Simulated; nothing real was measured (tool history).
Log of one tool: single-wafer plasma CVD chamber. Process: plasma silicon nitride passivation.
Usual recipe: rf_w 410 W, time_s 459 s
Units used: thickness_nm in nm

| run | hour | rf_w | time_s | wafers since the last listed run | hours since the last RF generator calibration | hours since the showerhead was replaced | hours since the gauge calibration | read-back reference wafer on the same gauge, thickness_nm | thickness_nm |
|---|---|---|---|---|---|---|---|---|---|
| 1 | 0.0 | 410 | 459 | 0 | 541.2 | 7869.0 | 234.4 | 593.902 | 636.396 |
| 2 | 18.4 | 410 | 459 | 84 | 559.6 | 7887.4 | 252.8 | 594.833 | 640.960 |
| 3 | 38.4 | 410 | 532 | 91 | 579.6 | 7907.4 | 272.8 | 594.386 | 727.335 |
| 4 | 62.5 | 380 | 459 | 110 | 603.7 | 7931.5 | 296.9 | 594.381 | 609.666 |
| 5 | 88.8 | 380 | 459 | 120 | 630.0 | 7957.8 | 323.2 | 593.873 | 611.487 |
| 6 | 119.3 | 380 | 459 | 139 | 660.5 | 7988.3 | 353.7 | 595.106 | 615.963 |
| 7 | 191.1 | 410 | 459 | 328 | 732.3 | 8060.1 | 425.5 | 593.409 | 630.384 |
| 8 | 218.5 | 410 | 459 | 125 | 759.7 | 8087.5 | 452.9 | 594.073 | 635.488 |
| 9 | 234.4 | 410 | 459 | 72 | 775.6 | 8103.4 | 468.8 | 594.282 | 629.548 |
| 10 | 259.8 | 345 | 391 | 116 | 801.0 | 8128.8 | 494.2 | 594.450 | 495.919 |
| 11 | 276.9 | 345 | 391 | 78 | 818.1 | 8145.9 | 511.3 | 593.168 | 497.097 |
|  | 306.8 | gauge calibrated |
| 12 | 312.2 | 410 | 459 | 161 | 853.4 | 8181.2 | 5.4 | 593.104 | 626.251 |
| 13 | 338.9 | 410 | 459 | 122 | 880.1 | 8207.9 | 32.1 | 594.165 | 620.599 |
| 14 | 359.1 | 410 | 526 | 92 | 900.3 | 8228.1 | 52.3 | 593.930 | 715.414 |
|  | 382.9 | RF generator calibrated |
| 15 | 383.4 | 465 | 374 | 74 | 0.5 | 8252.4 | 76.6 | 593.731 | 554.378 |
|  | 417.6 | showerhead replaced |
| 16 | 436.6 | 410 | 459 | 206 | 53.7 | 19.0 | 129.8 | 594.058 | 645.489 |
| 17 | 457.9 | 410 | 459 | 97 | 75.0 | 40.3 | 151.1 | 594.112 | 649.454 |
| 18 | 479.7 | 330 | 416 | 99 | 96.8 | 62.1 | 172.9 | 593.686 | 533.374 |
| 19 | 513.6 | 490 | 419 | 155 | 130.7 | 96.0 | 206.8 | 594.354 | 634.522 |
| 20 | 535.2 | 435 | 519 | 98 | 152.3 | 117.6 | 228.4 | 593.699 | 748.053 |
| 21 | 558.8 | 355 | 420 | 108 | 175.9 | 141.2 | 252.0 | 594.412 | 556.736 |
| 22 | 587.8 | 375 | 428 | 132 | 204.9 | 170.2 | 281.0 | 594.398 | 578.301 |

Forecast run 23:
| 23 | 610.2 | 370 | 419 | 102 | 227.3 | 192.6 | 303.4 | ? | ? |

For run 23 the tool returned read-back reference wafer on the same gauge, thickness_nm 593.671, thickness_nm 562.340 nm.
The same run, on a tool lacking any hidden state, would have yielded thickness_nm 563.280 nm.

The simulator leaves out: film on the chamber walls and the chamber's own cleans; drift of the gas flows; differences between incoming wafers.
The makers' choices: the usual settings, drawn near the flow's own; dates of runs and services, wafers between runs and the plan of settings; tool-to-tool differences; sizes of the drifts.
